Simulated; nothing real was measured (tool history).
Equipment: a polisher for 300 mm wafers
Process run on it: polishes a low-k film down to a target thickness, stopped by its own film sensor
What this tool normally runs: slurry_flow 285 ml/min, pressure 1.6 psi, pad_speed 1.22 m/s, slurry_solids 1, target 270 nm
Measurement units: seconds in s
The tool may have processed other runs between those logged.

run	day	slurry_flow	pressure	pad_speed	slurry_solids	target	wafers since the last listed run	wafers polished on this pad	hours since the slurry nozzle was cleaned	hours since the head pressure was calibrated	hours since the slurry blender was calibrated	hours since the conditioning disc was replaced	incoming thickness of the incoming film, nm	seconds
1	0	285	1.6	1.4	1	270	0	573	182.4	1233.1	17.9	116.9	296.5	94.5
2	1.108	285	1.6	1.4	1	270	234	807	209	1259.7	44.5	143.5	300	110
3	2.358	285	1.6	1.4	1	270	264	1071	239	1289.7	74.5	173.5	302.1	130.5
# day 2.754: conditioning disc replaced and pad reconditioned
# day 3.571: slurry nozzle cleaned
# day 3.592: worn pad replaced by a new one
4	3.612	285	1.6	1.22	1	270	234	4	1	1319.8	104.6	20.6	296.7	88.4
5	4.292	285	1.6	1.22	1	270	143	147	17.3	1336.1	120.9	36.9	299.1	99.6
6	4.983	285	1.6	1.22	1	270	146	294	33.9	1352.7	137.5	53.5	296.9	93.9
7	6.362	285	1.6	1	1	270	291	586	67	1385.8	170.6	86.6	302.4	128.9
8	7.362	285	1.6	1.22	1	270	211	797	91	1409.8	194.6	110.6	301.5	120.3
9	8.304	285	1.6	1.22	1	270	199	996	113.6	1432.4	217.2	133.2	297.4	111.7
# day 8.946: conditioning disc replaced and pad reconditioned
# day 9.325: head pressure recalibrated
10	9.542	285	1.6	1.22	1	270	226	1223	143.3	5.2	246.9	14.3	300.6	111.4
# day 9.962: worn pad replaced by a new one
11	13.671	285	1.6	1.22	1	270	838	784	242.4	104.3	346	113.4	297.1	103.5
12	14.879	285	1.6	1.22	1	270	255	1039	271.4	133.3	375	142.4	299.7	120.7
# day 15.625: slurry blender recalibrated
13	15.712	285	1.9	1.02	1.15	275	158	1198	291.4	153.3	2.1	162.4	297.7	92.3
# day 15.838: conditioning disc replaced and pad reconditioned
# day 15.862: slurry nozzle cleaned
# day 16.029: worn pad replaced by a new one
14	17.033	285	1.8	1.22	1.15	270	221	212	28.1	185	33.8	28.7	298.6	84.2

For run 15, what comes out?
15	17.829	285	1.6	1.36	1	262	168	380	47.2	204.1	52.9	47.8	295.5	?

{"run 15": {"seconds": 107.8}}
On a tool with no hidden condition, and with the same random variation, this run would have come out at seconds 103.7 s.

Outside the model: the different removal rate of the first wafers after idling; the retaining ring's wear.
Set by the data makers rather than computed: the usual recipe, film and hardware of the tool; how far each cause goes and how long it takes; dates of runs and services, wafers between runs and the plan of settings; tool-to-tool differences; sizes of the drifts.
